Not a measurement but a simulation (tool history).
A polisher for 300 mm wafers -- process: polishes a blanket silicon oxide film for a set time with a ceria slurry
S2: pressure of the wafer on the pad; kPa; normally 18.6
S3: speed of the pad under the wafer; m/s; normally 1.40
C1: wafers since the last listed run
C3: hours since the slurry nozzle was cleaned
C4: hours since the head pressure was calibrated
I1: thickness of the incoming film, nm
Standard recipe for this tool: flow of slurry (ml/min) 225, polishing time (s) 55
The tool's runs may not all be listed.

Run 1, day 0.000: usual settings but polishing time (s) 65; C1 0; wafers polished on this pad 1633; C3 227.6; C4 14.4; I1 1433.0. Result: film removed (nm) 363.1.
Run 2, day 1.125: usual settings but polishing time (s) 65; C1 141; wafers polished on this pad 1774; C3 254.6; C4 41.4; I1 1408.7. Result: film removed (nm) 350.9.
Run 3, day 2.429: usual settings but flow of slurry (ml/min) 190; C1 164; wafers polished on this pad 1938; C3 285.9; C4 72.7; I1 1448.0. Result: film removed (nm) 287.8.
At day 3.775: worn pad replaced by a new one.
At day 4.629: slurry nozzle cleaned.
Run 4, day 4.650: usual settings but flow of slurry (ml/min) 190; C1 253; wafers polished on this pad 104; C3 0.5; C4 126.0; I1 1407.7. Result: film removed (nm) 311.7.
Run 5, day 5.712: usual settings; C1 133; wafers polished on this pad 238; C3 26.0; C4 151.5; I1 1432.5. Result: film removed (nm) 315.1.
Run 6, day 6.925: usual settings; C1 152; wafers polished on this pad 391; C3 55.1; C4 180.6; I1 1439.4. Result: film removed (nm) 319.4.
Run 7, day 8.362: usual settings; C1 180; wafers polished on this pad 572; C3 89.6; C4 215.1; I1 1428.4. Result: film removed (nm) 318.5.
Run 8, day 11.308: usual settings but flow of slurry (ml/min) 265; C1 370; wafers polished on this pad 942; C3 160.3; C4 285.8; I1 1419.8. Result: film removed (nm) 321.7.
Run 9, day 12.938: usual settings but flow of slurry (ml/min) 265; C1 205; wafers polished on this pad 1147; C3 199.4; C4 324.9; I1 1420.5. Result: film removed (nm) 308.9.
Run 10, day 14.108: usual settings but flow of slurry (ml/min) 265; C1 147; wafers polished on this pad 1295; C3 227.5; C4 353.0; I1 1443.2. Result: film removed (nm) 311.7.
Run 11, day 15.375: usual settings; C1 159; wafers polished on this pad 1454; C3 257.9; C4 383.4; I1 1436.0. Result: film removed (nm) 306.9.
Run 12, day 16.479: usual settings; C1 138; wafers polished on this pad 1593; C3 284.4; C4 409.9; I1 1450.7. Result: film removed (nm) 296.9.
Run 13, day 19.417: usual settings but S2 13.8 kPa; C1 369; wafers polished on this pad 1963; C3 354.9; C4 480.4; I1 1448.5. Result: film removed (nm) 234.7.
At day 20.308: worn pad replaced by a new one.
At day 21.571: slurry nozzle cleaned.
Run 14, day 21.829: usual settings but S2 13.8 kPa; C1 277; wafers polished on this pad 186; C3 6.2; C4 538.3; I1 1411.0. Result: film removed (nm) 256.2.
Run 15, day 24.446: usual settings but S2 20.7 kPa; C1 329; wafers polished on this pad 515; C3 69.0; C4 601.1; I1 1443.0. Result: film removed (nm) 343.4.
Run 16, day 26.562: usual settings but S2 20.7 kPa; C1 266; wafers polished on this pad 781; C3 119.8; C4 651.9; I1 1441.6. Result: film removed (nm) 338.9.
Run 17, day 28.338: usual settings but S2 23.4 kPa; C1 223; wafers polished on this pad 1005; C3 162.4; C4 694.5; I1 1429.9. Result: film removed (nm) 363.7.
Run 18, day 31.162: usual settings but polishing time (s) 61; C1 355; wafers polished on this pad 1360; C3 230.2; C4 762.3; I1 1448.0. Result: film removed (nm) 333.6.

Run 19 has not been measured yet. What should we expect?
Run 19, day 32.504: usual settings but flow of slurry (ml/min) 200, S3 0.92 m/s, polishing time (s) 47; C1 168; wafers polished on this pad 1529; C3 262.4; C4 794.5; I1 1432.7. Result: film removed (nm) ?.

film removed (nm): 164.9
With the hidden condition absent and the run-to-run variation left alone, this run would have shown film removed (nm) 178.8.

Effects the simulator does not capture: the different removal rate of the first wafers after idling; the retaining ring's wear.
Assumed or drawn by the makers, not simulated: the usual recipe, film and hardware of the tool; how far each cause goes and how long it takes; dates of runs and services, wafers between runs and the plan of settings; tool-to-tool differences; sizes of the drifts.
